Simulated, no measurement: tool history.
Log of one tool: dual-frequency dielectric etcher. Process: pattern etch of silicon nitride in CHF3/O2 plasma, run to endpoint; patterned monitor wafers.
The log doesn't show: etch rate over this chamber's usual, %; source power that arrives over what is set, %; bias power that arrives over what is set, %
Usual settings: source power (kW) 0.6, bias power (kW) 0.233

run	hour	source power (kW)	bias power (kW)	wafers since the last listed run	hours since the last wet clean	hours since the last source power generator calibration	hours since the last bias power generator calibration	hours since the last upper electrode change	incoming incoming film thickness, nm	endpoint time (s)
1	0	0.68	0.233	0	272.4	3734.4	2302.3	5034.1	63.3	38.9
2	29	0.6	0.204	382	301.4	3763.4	2331.3	5063.1	64.3	42.4
3	56	0.6	0.204	355	328.4	3790.4	2358.3	5090.1	63.9	42.1
# hour 102.7: upper electrode replaced, of another model than before
4	103.2	0.6	0.233	305	375.6	3837.6	2405.5	0.5	63.2	40.7
5	103.5	0.6	0.233	3	375.9	3837.9	2405.8	0.8	63.3	40.7
6	131.1	0.6	0.233	363	403.5	3865.5	2433.4	28.4	64.1	40.7
# hour 153.9: bias power generator calibrated
7	170.9	0.6	0.233	471	443.3	3905.3	17	68.2	64.3	41
# hour 186.6: source power generator calibrated
8	196.4	0.69	0.186	283	468.8	9.8	42.5	93.7	64.3	45.3
9	209.9	0.71	0.21	177	482.3	23.3	56	107.2	64	41.2
# hour 251.8: wet clean of the chamber
10	252.3	0.7	0.233	242	0.5	65.7	98.4	149.6	64.5	38.1
11	252.6	0.48	0.233	3	0.8	66	98.7	149.9	64.2	42.4
12	272.3	0.6	0.233	259	20.5	85.7	118.4	169.6	63.7	38.9
13	295	0.6	0.233	299	43.2	108.4	141.1	192.3	64.7	40.2
14	318.6	0.6	0.182	311	66.8	132	164.7	215.9	64.2	46.1

Some steps in endpoint time (s) between neighbouring runs. How much of each would the tool show without its hidden state too (settings, what came in, random variation), and how much is left for the hidden state, with any gauge scatter that isn't in both results?
Run 9 -> 10: source power (kW) 0.71 -> 0.7, bias power (kW) 0.21 -> 0.233, wet clean of the chamber. endpoint time (s) -3.1: hidden state -1.8, all else -1.3.
Run 13 -> 14: bias power (kW) 0.233 -> 0.182. endpoint time (s) +5.9: hidden state +0.2, all else +5.7.
